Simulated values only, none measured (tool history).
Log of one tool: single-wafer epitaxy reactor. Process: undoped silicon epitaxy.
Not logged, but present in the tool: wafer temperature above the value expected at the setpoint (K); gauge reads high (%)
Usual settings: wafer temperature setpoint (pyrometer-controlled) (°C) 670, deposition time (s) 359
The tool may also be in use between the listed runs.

| run | hour | wafer temperature setpoint (pyrometer-controlled) (°C) | deposition time (s) | wafers since the last listed run | hours since the last pyrometer calibration | hours since the gauge calibration | read-back reference wafer on the same gauge, thickness_nm | mean film thickness on the monitor wafer (angstrom) |
|---|---|---|---|---|---|---|---|---|
| 1 | 0.0 | 670 | 359 | 0 | 1543.2 | 412.7 | 110.991 | 982.73 |
| 2 | 27.5 | 670 | 359 | 186 | 1570.7 | 440.2 | 111.085 | 978.48 |
| 3 | 63.5 | 670 | 359 | 243 | 1606.7 | 476.2 | 111.061 | 988.93 |
| 4 | 98.1 | 670 | 359 | 234 | 1641.3 | 510.8 | 110.963 | 986.35 |
| 5 | 112.8 | 670 | 359 | 99 | 1656.0 | 525.5 | 110.873 | 990.08 |
| 6 | 146.8 | 670 | 359 | 229 | 1690.0 | 559.5 | 110.928 | 985.46 |
| 7 | 180.0 | 670 | 359 | 224 | 1723.2 | 592.7 | 110.982 | 993.33 |
| 8 | 204.8 | 670 | 359 | 167 | 1748.0 | 617.5 | 110.910 | 987.43 |
| 9 | 239.0 | 670 | 359 | 231 | 1782.2 | 651.7 | 110.971 | 985.92 |
| 10 | 253.0 | 670 | 359 | 94 | 1796.2 | 665.7 | 111.095 | 987.92 |
| 11 | 269.5 | 676 | 359 | 111 | 1812.7 | 682.2 | 110.939 | 1125.03 |
| 12 | 336.3 | 676 | 359 | 451 | 1879.5 | 749.0 | 111.023 | 1127.15 |
| 13 | 361.2 | 676 | 359 | 168 | 1904.4 | 773.9 | 111.104 | 1129.07 |
| 14 | 392.1 | 674 | 359 | 209 | 1935.3 | 804.8 | 110.992 | 1092.07 |
| 15 | 415.6 | 674 | 359 | 158 | 1958.8 | 828.3 | 111.032 | 1088.07 |
| 16 | 446.2 | 674 | 359 | 206 | 1989.4 | 858.9 | 110.915 | 1087.54 |
| 17 | 460.3 | 670 | 310 | 95 | 2003.5 | 873.0 | 110.948 | 853.13 |
|  | 463.9 | gauge calibrated |
| 18 | 480.0 | 670 | 359 | 133 | 2023.2 | 16.1 | 111.090 | 988.36 |
| 19 | 504.1 | 666 | 359 | 163 | 2047.3 | 40.2 | 111.038 | 902.01 |
| 20 | 537.1 | 681 | 300 | 223 | 2080.3 | 73.2 | 110.996 | 1069.51 |
| 21 | 558.8 | 658 | 321 | 146 | 2102.0 | 94.9 | 110.957 | 657.16 |
| 22 | 594.6 | 670 | 359 | 242 | 2137.8 | 130.7 | 111.022 | 988.63 |
| 23 | 615.6 | 670 | 359 | 142 | 2158.8 | 151.7 | 111.006 | 990.70 |
| 24 | 668.0 | 670 | 423 | 354 | 2211.2 | 204.1 | 110.935 | 1163.50 |
| 25 | 692.0 | 675 | 389 | 162 | 2235.2 | 228.1 | 111.018 | 1197.60 |
| 26 | 723.9 | 675 | 333 | 215 | 2267.1 | 260.0 | 111.047 | 1030.63 |
|  | 754.3 | pyrometer calibrated |
| 27 | 754.8 | 664 | 409 | 154 | 0.5 | 290.9 | 110.991 | 923.83 |
| 28 | 768.3 | 670 | 359 | 91 | 14.0 | 304.4 | 111.002 | 937.29 |
| 29 | 786.8 | 670 | 359 | 125 | 32.5 | 322.9 | 110.971 | 948.91 |
| 30 | 817.7 | 670 | 401 | 209 | 63.4 | 353.8 | 111.045 | 1049.69 |
| 31 | 835.5 | 675 | 418 | 120 | 81.2 | 371.6 | 111.050 | 1239.60 |
| 32 | 859.4 | 678 | 359 | 161 | 105.1 | 395.5 | 111.105 | 1144.07 |
| 33 | 872.9 | 674 | 413 | 91 | 118.6 | 409.0 | 111.025 | 1196.33 |
| 34 | 890.1 | 670 | 412 | 116 | 135.8 | 426.2 | 110.973 | 1093.59 |
| 35 | 906.4 | 675 | 333 | 110 | 152.1 | 442.5 | 111.069 | 994.98 |
| 36 | 995.7 | 661 | 378 | 604 | 241.4 | 531.8 | 111.021 | 808.27 |

Table of differences, measured result less the result of that run with no hidden state. Run-to-run variation is the same in both. Gauge scatter possibly is not:
| run | mean film thickness on the monitor wafer (angstrom) |
|---|---|
| 1 | +43.80 |
| 2 | +43.86 |
| 3 | +44.64 |
| 4 | +44.82 |
| 5 | +45.10 |
| 6 | +45.16 |
| 7 | +45.77 |
| 8 | +45.69 |
| 9 | +45.86 |
| 10 | +46.05 |
| 11 | +51.84 |
| 12 | +52.42 |
| 13 | +52.67 |
| 14 | +51.39 |
| 15 | +51.35 |
| 16 | +51.50 |
| 17 | +40.85 |
| 18 | +47.43 |
| 19 | +43.81 |
| 20 | +50.33 |
| 21 | +32.72 |
| 22 | +48.00 |
| 23 | +48.20 |
| 24 | +56.87 |
| 25 | +57.97 |
| 26 | +50.02 |
| 27 | +1.21 |
| 28 | +1.97 |
| 29 | +3.04 |
| 30 | +5.23 |
| 31 | +7.32 |
| 32 | +8.16 |
| 33 | +9.47 |
| 34 | +9.71 |
| 35 | +9.56 |
| 36 | +11.56 |

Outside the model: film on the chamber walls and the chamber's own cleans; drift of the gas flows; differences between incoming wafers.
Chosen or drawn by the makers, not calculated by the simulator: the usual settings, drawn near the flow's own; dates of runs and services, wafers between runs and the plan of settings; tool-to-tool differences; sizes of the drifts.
